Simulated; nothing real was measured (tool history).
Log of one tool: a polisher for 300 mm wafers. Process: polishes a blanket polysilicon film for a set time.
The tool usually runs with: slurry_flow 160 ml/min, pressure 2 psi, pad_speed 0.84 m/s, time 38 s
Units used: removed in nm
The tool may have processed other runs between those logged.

run,hour,slurry_flow,pressure,pad_speed,time,"incoming thickness of the incoming film, nm",removed
1,0,160,2,0.84,38,1265.6,212.5
2,38.9,160,2,0.84,38,1266.7,210.6
3,64.6,160,2,0.84,38,1277.2,209.1
4,129.3,160,2,0.84,38,1251.9,205.5
# hour 146.4: slurry nozzle cleaned
# hour 226.5: worn pad replaced by a new one
5,316.3,160,2,0.84,38,1296,208.2
6,347.1,160,2,0.84,47,1256.8,256.5
7,389.8,160,2,0.84,47,1263.4,258.3
8,434.2,160,2,0.84,38,1245,202.5
9,499.8,160,2,0.84,38,1263.8,203.4
10,527.8,160,2,0.84,38,1274.9,203
11,552,120,2.4,0.84,38,1290.7,226.6
# hour 594.2: worn pad replaced by a new one
12,594.7,120,2.4,0.84,38,1290.3,241.3
13,661.1,120,2.4,0.84,38,1273.1,239.1
14,717.9,160,2,0.84,38,1266.5,205.8
15,750.6,160,2,0.84,38,1270.4,199.6
16,813.8,160,2,0.84,38,1274.9,197
17,863.7,160,2,0.84,38,1289.4,199.2
# hour 881: slurry nozzle cleaned
18,931.9,105,2.5,0.98,29,1275.6,193.2
# hour 947.3: worn pad replaced by a new one
19,986.9,160,1.8,0.66,34,1261.6,138.3
# hour 1033.4: head pressure recalibrated
20,1058.7,160,2,0.84,38,1286.4,211.4
21,1098.6,160,2,0.84,38,1270.4,211.7
22,1132.7,120,2,0.72,38,1269.3,177.6
23,1200.2,210,2,1,32,1286.3,209.9
24,1247.5,160,2,0.84,38,1255.5,210.1
25,1271.7,160,1.7,0.84,38,1263.1,176.5
26,1319.5,160,2.7,0.84,51,1290.7,378.4
# hour 1355.6: worn pad replaced by a new one
27,1367.4,160,2,0.84,38,1279.2,219
28,1420.8,160,1.8,1.04,48,1284.9,284.1
29,1459.7,160,2.6,1.1,38,1268.8,338.9
30,1518.5,160,2,0.84,38,1279.2,208.6
31,1590.5,160,2,0.84,38,1286.1,209.6
# hour 1608: slurry nozzle cleaned
32,1626.9,195,2,1.14,38,1268.2,270.3
33,1663.4,160,1.3,0.7,49,1252.5,153.7
34,1722.3,160,2,0.84,30,1293.1,161.4
# hour 1742.6: worn pad replaced by a new one
35,1783.9,160,2,0.84,38,1263.6,210.3

What would each run have given without the hidden state, its run-to-run variation left as it was?
The hidden state here: removal rate lost through wear of the pad, %; slurry flow missing at the pad, %; deviation of the head's pressure from its setpoint, %.
run,removed
1,223.2
2,222.6
3,221.8
4,219.5
5,219.5
6,272.4
7,276.5
8,218.2
9,221
10,221.2
11,247.4
12,249.8
13,254.6
14,222.6
15,217.5
16,217.1
17,221.1
18,216.1
19,151.1
20,221.1
21,222.8
22,187.7
23,223.1
24,224
25,188.4
26,404.8
27,222.2
28,293.9
29,354.3
30,220.5
31,223.5
32,289.2
33,165
34,173.9
35,219.4
